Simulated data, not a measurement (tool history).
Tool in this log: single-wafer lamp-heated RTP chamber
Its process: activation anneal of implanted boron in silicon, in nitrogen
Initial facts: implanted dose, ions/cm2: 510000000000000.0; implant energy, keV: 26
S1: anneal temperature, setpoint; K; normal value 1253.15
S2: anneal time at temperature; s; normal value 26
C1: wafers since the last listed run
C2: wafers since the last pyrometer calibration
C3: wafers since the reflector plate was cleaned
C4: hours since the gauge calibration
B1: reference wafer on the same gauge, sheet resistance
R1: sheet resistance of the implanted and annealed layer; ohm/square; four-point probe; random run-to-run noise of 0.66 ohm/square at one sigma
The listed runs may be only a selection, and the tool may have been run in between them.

| run | hour | S1 | S2 | C1 | C2 | C3 | C4 | B1 | R1 |
|---|---|---|---|---|---|---|---|---|---|
| 1 | 0.0 | 1253.15 | 26 | 0 | 378 | 8064 | 284.6 | 184.95 | 185.65 |
| 2 | 58.8 | 1230.15 | 26 | 729 | 1107 | 8794 | 343.4 | 185.05 | 206.92 |
|  | 97.3 | reflector plate cleaned |
| 3 | 97.8 | 1230.15 | 26 | 384 | 1492 | 6 | 382.4 | 184.97 | 216.65 |
|  | 226.1 | pyrometer window cleaned and pyrometer calibrated |
| 4 | 407.4 | 1243.15 | 26 | 3742 | 2249 | 3748 | 692.0 | 184.86 | 195.68 |
| 5 | 462.6 | 1243.15 | 26 | 684 | 2934 | 4433 | 747.2 | 185.03 | 196.17 |
|  | 507.6 | pyrometer window cleaned and pyrometer calibrated |
| 6 | 529.3 | 1243.15 | 26 | 728 | 268 | 5162 | 813.9 | 185.10 | 195.73 |
| 7 | 590.1 | 1253.15 | 26 | 754 | 1023 | 5916 | 874.7 | 185.15 | 187.88 |
| 8 | 674.8 | 1261.15 | 34 | 1051 | 2074 | 6967 | 959.4 | 184.95 | 183.06 |
|  | 713.3 | gauge calibrated |
|  | 778.7 | pyrometer window cleaned and pyrometer calibrated |
|  | 843.5 | reflector plate cleaned |
| 9 | 847.4 | 1269.15 | 21 | 1943 | 753 | 48 | 134.1 | 184.96 | 179.86 |
| 10 | 908.3 | 1253.15 | 26 | 755 | 1508 | 804 | 195.0 | 185.00 | 185.57 |
| 11 | 958.9 | 1253.15 | 26 | 627 | 2136 | 1432 | 245.6 | 185.09 | 184.86 |
|  | 1033.0 | pyrometer window cleaned and pyrometer calibrated |
|  | 1062.5 | reflector plate cleaned, repeated, since the last time left the tool worse |
| 12 | 1063.0 | 1269.15 | 18 | 1093 | 273 | 5 | 349.7 | 185.01 | 182.86 |
| 13 | 1148.4 | 1269.15 | 21 | 1059 | 1333 | 1065 | 435.1 | 184.92 | 182.58 |
| 14 | 1211.0 | 1265.15 | 26 | 776 | 2109 | 1842 | 497.7 | 184.95 | 182.06 |
|  | 1307.0 | pyrometer window cleaned and pyrometer calibrated |
| 15 | 1315.4 | 1253.15 | 17 | 1196 | 104 | 3038 | 602.1 | 184.80 | 191.94 |

Hidden state or all else? Some run-to-run changes of R1, split into what the settings, what came in and random variation would give without the hidden state, and what is left for the hidden state (with any gauge scatter that isn't in both results):
Hidden state present: true wafer temperature minus pyrometer reading, K; wafer temperature error from the tarnished reflector plate, K; gauge reads high (%).
Run 1 -> 2: S1 1253.15 -> 1230.15. R1 +21.27 ohm/square: hidden state -5.42, all else +26.69.
Run 2 -> 3: reflector plate cleaned. R1 +9.73 ohm/square: hidden state +8.56, all else +1.17.
